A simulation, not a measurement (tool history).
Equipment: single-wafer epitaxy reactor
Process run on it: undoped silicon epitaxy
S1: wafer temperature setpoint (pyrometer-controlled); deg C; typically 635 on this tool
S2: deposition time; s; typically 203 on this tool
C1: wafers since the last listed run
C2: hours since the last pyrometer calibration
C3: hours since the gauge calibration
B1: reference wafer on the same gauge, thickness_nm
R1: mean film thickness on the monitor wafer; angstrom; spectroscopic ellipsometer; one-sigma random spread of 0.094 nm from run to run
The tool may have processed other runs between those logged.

run 1 hour=0 | S1=635 S2=203 | C1=0 C2=1917.8 C3=917.1 | B1=20.938 | R1=236.65
-- hour=22.3 gauge calibrated
run 2 hour=32.7 | S1=631 S2=203 | C1=157 C2=1950.5 C3=10.4 | B1=21.797 | R1=221.56
run 3 hour=91.4 | S1=631 S2=203 | C1=281 C2=2009.2 C3=69.1 | B1=21.77 | R1=222.93
run 4 hour=138.9 | S1=635 S2=203 | C1=228 C2=2056.7 C3=116.6 | B1=21.714 | R1=244.49
run 5 hour=177 | S1=635 S2=203 | C1=182 C2=2094.8 C3=154.7 | B1=21.694 | R1=244.15
run 6 hour=245.1 | S1=635 S2=203 | C1=327 C2=2162.9 C3=222.8 | B1=21.627 | R1=243.54
run 7 hour=287.7 | S1=635 S2=203 | C1=204 C2=2205.5 C3=265.4 | B1=21.603 | R1=244.37
run 8 hour=317.2 | S1=635 S2=203 | C1=141 C2=2235 C3=294.9 | B1=21.553 | R1=244.18
run 9 hour=382 | S1=635 S2=228 | C1=311 C2=2299.8 C3=359.7 | B1=21.479 | R1=273.1
run 10 hour=417.8 | S1=624 S2=188 | C1=171 C2=2335.6 C3=395.5 | B1=21.46 | R1=168.32
run 11 hour=477.6 | S1=639 S2=232 | C1=287 C2=2395.4 C3=455.3 | B1=21.421 | R1=306.82
run 12 hour=512.6 | S1=635 S2=203 | C1=168 C2=2430.4 C3=490.3 | B1=21.397 | R1=241.14
run 13 hour=579.6 | S1=639 S2=168 | C1=321 C2=2497.4 C3=557.3 | B1=21.325 | R1=222.27
-- hour=688.1 pyrometer calibrated
run 14 hour=746.3 | S1=635 S2=203 | C1=762 C2=58.2 C3=724 | B1=21.204 | R1=239.77
run 15 hour=774.1 | S1=635 S2=203 | C1=133 C2=86 C3=751.8 | B1=21.155 | R1=239.47
-- hour=781.6 gauge calibrated
run 16 hour=809.6 | S1=641 S2=224 | C1=170 C2=121.5 C3=28 | B1=21.819 | R1=317.14
run 17 hour=872 | S1=630 S2=216 | C1=299 C2=183.9 C3=90.4 | B1=21.77 | R1=230.51
run 18 hour=943.3 | S1=625 S2=203 | C1=342 C2=255.2 C3=161.7 | B1=21.721 | R1=189.61
run 19 hour=983.3 | S1=645 S2=168 | C1=192 C2=295.2 C3=201.7 | B1=21.677 | R1=261.81

3 ways to go on from here, each from the tool as it stands after run 19. What would each give?
run A hour=983.8 | S1=635 S2=203 | C1=2 C2=295.7 C3=202.2 | B1=? | R1=?
run B hour=983.8 | S1=641 S2=227 | C1=2 C2=295.7 C3=202.2 | B1=? | R1=?
run C hour=983.8 | S1=642 S2=240 | C1=2 C2=295.7 C3=202.2 | B1=? | R1=?

run=A B1=21.696 R1=245.9
run=B B1=21.696 R1=320.38
run=C B1=21.696 R1=347.39
The same runs, with their run-to-run variation unchanged, on a tool lacking any hidden condition would have given:
run=A R1=247.15
run=B R1=322.01
run=C R1=349.16
